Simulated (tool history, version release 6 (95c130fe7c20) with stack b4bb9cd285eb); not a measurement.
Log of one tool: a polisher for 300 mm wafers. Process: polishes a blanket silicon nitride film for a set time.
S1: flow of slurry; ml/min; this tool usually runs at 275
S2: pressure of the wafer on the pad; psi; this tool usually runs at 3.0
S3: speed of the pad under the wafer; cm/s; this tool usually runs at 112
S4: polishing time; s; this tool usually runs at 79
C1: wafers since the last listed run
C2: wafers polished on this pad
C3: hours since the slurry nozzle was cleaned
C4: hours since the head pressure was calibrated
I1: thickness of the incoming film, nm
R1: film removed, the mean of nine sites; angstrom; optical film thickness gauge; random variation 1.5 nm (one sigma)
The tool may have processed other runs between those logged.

run 1 hour=0.0 | S1=275 S2=3.0 S3=112 S4=59 | C1=0 C2=3616 C3=166.3 C4=34.9 | I1=586.4 | R1=914
run 2 hour=36.2 | S1=240 S2=3.0 S3=142 S4=79 | C1=523 C2=4139 C3=202.5 C4=71.1 | I1=589.7 | R1=1441
-- hour=43.0 worn pad replaced by a new one
run 3 hour=79.4 | S1=275 S2=3.0 S3=112 S4=79 | C1=566 C2=526 C3=245.7 C4=114.3 | I1=580.6 | R1=1198
run 4 hour=129.1 | S1=275 S2=3.0 S3=112 S4=79 | C1=718 C2=1244 C3=295.4 C4=164.0 | I1=577.6 | R1=1167
run 5 hour=161.7 | S1=275 S2=3.5 S3=112 S4=79 | C1=471 C2=1716 C3=328.0 C4=196.6 | I1=584.7 | R1=1386
run 6 hour=197.6 | S1=275 S2=3.0 S3=142 S4=79 | C1=519 C2=2235 C3=363.9 C4=232.5 | I1=589.8 | R1=1428
-- hour=205.0 slurry nozzle cleaned
run 7 hour=266.2 | S1=275 S2=3.0 S3=112 S4=79 | C1=977 C2=3212 C3=61.2 C4=301.1 | I1=597.6 | R1=1210
run 8 hour=298.9 | S1=275 S2=3.0 S3=112 S4=79 | C1=472 C2=3685 C3=93.9 C4=333.8 | I1=599.9 | R1=1226
-- hour=320.8 worn pad replaced by a new one
run 9 hour=346.3 | S1=275 S2=3.0 S3=130 S4=79 | C1=627 C2=369 C3=141.3 C4=381.2 | I1=580.6 | R1=1346
run 10 hour=416.1 | S1=275 S2=3.0 S3=112 S4=79 | C1=1009 C2=1378 C3=211.1 C4=451.0 | I1=584.5 | R1=1180
run 11 hour=476.9 | S1=275 S2=3.0 S3=112 S4=79 | C1=879 C2=2257 C3=271.9 C4=511.8 | I1=594.4 | R1=1209
run 12 hour=515.8 | S1=275 S2=3.0 S3=112 S4=79 | C1=562 C2=2820 C3=310.8 C4=550.7 | I1=588.5 | R1=1183
-- hour=538.8 slurry nozzle cleaned
run 13 hour=557.1 | S1=245 S2=3.0 S3=112 S4=79 | C1=582 C2=3402 C3=18.3 C4=592.0 | I1=578.3 | R1=1196
-- hour=614.2 worn pad replaced by a new one
run 14 hour=625.2 | S1=275 S2=3.0 S3=112 S4=92 | C1=926 C2=158 C3=86.4 C4=660.1 | I1=588.4 | R1=1398
run 15 hour=694.7 | S1=275 S2=3.0 S3=92 S4=79 | C1=1004 C2=1163 C3=155.9 C4=729.6 | I1=592.3 | R1=1034
run 16 hour=722.8 | S1=275 S2=3.6 S3=112 S4=96 | C1=406 C2=1570 C3=184.0 C4=757.7 | I1=596.2 | R1=1743
run 17 hour=849.8 | S1=275 S2=3.7 S3=94 S4=91 | C1=1836 C2=3406 C3=311.0 C4=884.7 | I1=586.4 | R1=1451
-- hour=881.2 worn pad replaced by a new one
-- hour=883.5 head pressure recalibrated
run 18 hour=906.5 | S1=225 S2=3.0 S3=112 S4=79 | C1=733 C2=337 C3=367.7 C4=23.0 | I1=596.3 | R1=1164
-- hour=955.8 slurry nozzle cleaned
run 19 hour=970.4 | S1=275 S2=3.0 S3=112 S4=79 | C1=909 C2=1246 C3=14.6 C4=86.9 | I1=587.3 | R1=1186
run 20 hour=1041.3 | S1=275 S2=3.0 S3=132 S4=79 | C1=1025 C2=2272 C3=85.5 C4=157.8 | I1=578.9 | R1=1390
run 21 hour=1095.1 | S1=275 S2=3.0 S3=112 S4=79 | C1=777 C2=3049 C3=139.3 C4=211.6 | I1=595.6 | R1=1216

Estimate the outcome of run 22 from the log above:
-- hour=1158.2 worn pad replaced by a new one
run 22 hour=1158.7 | S1=345 S2=2.4 S3=78 S4=106 | C1=861 C2=6 C3=202.9 C4=275.2 | I1=594.3 | R1=?

{"run 22": {"R1": 992}}
If the tool had no hidden condition, the same run with the same run-to-run variation would have returned R1 1004 angstrom.

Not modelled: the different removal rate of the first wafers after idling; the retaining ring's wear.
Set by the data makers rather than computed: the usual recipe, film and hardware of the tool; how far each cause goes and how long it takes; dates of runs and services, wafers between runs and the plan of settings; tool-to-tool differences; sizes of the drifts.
